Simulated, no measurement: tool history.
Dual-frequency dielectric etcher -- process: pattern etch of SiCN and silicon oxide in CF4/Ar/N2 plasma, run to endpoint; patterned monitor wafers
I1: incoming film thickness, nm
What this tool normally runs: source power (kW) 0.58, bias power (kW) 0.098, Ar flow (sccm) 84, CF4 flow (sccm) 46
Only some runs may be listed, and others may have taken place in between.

run 1 day=0 | source_power_(kW)=0.58 bias_power_(kW)=0.098 Ar_flow_(sccm)=84 CF4_flow_(sccm)=46 | I1=14.68 | endpoint_time_(s)=12.3
run 2 day=0.379 | source_power_(kW)=0.58 bias_power_(kW)=0.098 Ar_flow_(sccm)=84 CF4_flow_(sccm)=46 | I1=14.64 | endpoint_time_(s)=12.3
run 3 day=0.871 | source_power_(kW)=0.58 bias_power_(kW)=0.098 Ar_flow_(sccm)=84 CF4_flow_(sccm)=46 | I1=14.62 | endpoint_time_(s)=12.3
run 4 day=1.25 | source_power_(kW)=0.58 bias_power_(kW)=0.098 Ar_flow_(sccm)=84 CF4_flow_(sccm)=46 | I1=14.51 | endpoint_time_(s)=12.2
run 5 day=1.712 | source_power_(kW)=0.58 bias_power_(kW)=0.098 Ar_flow_(sccm)=84 CF4_flow_(sccm)=46 | I1=14.71 | endpoint_time_(s)=12.4
run 6 day=2.133 | source_power_(kW)=0.58 bias_power_(kW)=0.098 Ar_flow_(sccm)=84 CF4_flow_(sccm)=46 | I1=14.59 | endpoint_time_(s)=12.2
run 7 day=2.442 | source_power_(kW)=0.58 bias_power_(kW)=0.098 Ar_flow_(sccm)=84 CF4_flow_(sccm)=46 | I1=14.67 | endpoint_time_(s)=12.3
run 8 day=2.775 | source_power_(kW)=0.58 bias_power_(kW)=0.098 Ar_flow_(sccm)=84 CF4_flow_(sccm)=46 | I1=14.68 | endpoint_time_(s)=12.3
run 9 day=5.025 | source_power_(kW)=0.58 bias_power_(kW)=0.098 Ar_flow_(sccm)=84 CF4_flow_(sccm)=46 | I1=14.72 | endpoint_time_(s)=12.6
run 10 day=5.038 | source_power_(kW)=0.58 bias_power_(kW)=0.098 Ar_flow_(sccm)=75 CF4_flow_(sccm)=46 | I1=14.7 | endpoint_time_(s)=12.3
run 11 day=5.054 | source_power_(kW)=0.67 bias_power_(kW)=0.117 Ar_flow_(sccm)=64 CF4_flow_(sccm)=46 | I1=14.8 | endpoint_time_(s)=10
run 12 day=5.475 | source_power_(kW)=0.58 bias_power_(kW)=0.098 Ar_flow_(sccm)=69 CF4_flow_(sccm)=46 | I1=14.66 | endpoint_time_(s)=12
run 13 day=5.942 | source_power_(kW)=0.58 bias_power_(kW)=0.098 Ar_flow_(sccm)=75 CF4_flow_(sccm)=46 | I1=14.79 | endpoint_time_(s)=12.3
run 14 day=6.108 | source_power_(kW)=0.58 bias_power_(kW)=0.081 Ar_flow_(sccm)=84 CF4_flow_(sccm)=46 | I1=14.63 | endpoint_time_(s)=13.4
run 15 day=6.446 | source_power_(kW)=0.58 bias_power_(kW)=0.098 Ar_flow_(sccm)=84 CF4_flow_(sccm)=46 | I1=14.81 | endpoint_time_(s)=12.7
run 16 day=6.917 | source_power_(kW)=0.58 bias_power_(kW)=0.086 Ar_flow_(sccm)=102 CF4_flow_(sccm)=46 | I1=14.77 | endpoint_time_(s)=13.8
run 17 day=7.546 | source_power_(kW)=0.49 bias_power_(kW)=0.088 Ar_flow_(sccm)=65 CF4_flow_(sccm)=46 | I1=14.63 | endpoint_time_(s)=13.7

Taken out of this log: 6 entries between the listed runs. Where each belongs, and how the hidden state differs across it:
Run 8 -> run 9: source power generator calibrated (day 3.112); wet clean of the chamber (day 4.008); CF4 flow controller replaced (day 4.592); upper electrode replaced (day 5.004)
  etch rate over this chamber's usual, %: 4.18 -> 1.42
  difference, measured minus the result without the unlogged condition, endpoint time (s): -0.5 -> -0.2
Run 11 -> run 12: bias power generator calibrated (day 5.454)
  etch rate over this chamber's usual, %: 1.43 -> 1.54
  difference, measured minus the result without the unlogged condition, endpoint time (s): -0.1 -> -0.2
Run 12 -> run 13: Ar flow controller replaced (day 5.921)
  etch rate over this chamber's usual, %: 1.54 -> 1.67
  difference, measured minus the result without the unlogged condition, endpoint time (s): -0.2 -> -0.2

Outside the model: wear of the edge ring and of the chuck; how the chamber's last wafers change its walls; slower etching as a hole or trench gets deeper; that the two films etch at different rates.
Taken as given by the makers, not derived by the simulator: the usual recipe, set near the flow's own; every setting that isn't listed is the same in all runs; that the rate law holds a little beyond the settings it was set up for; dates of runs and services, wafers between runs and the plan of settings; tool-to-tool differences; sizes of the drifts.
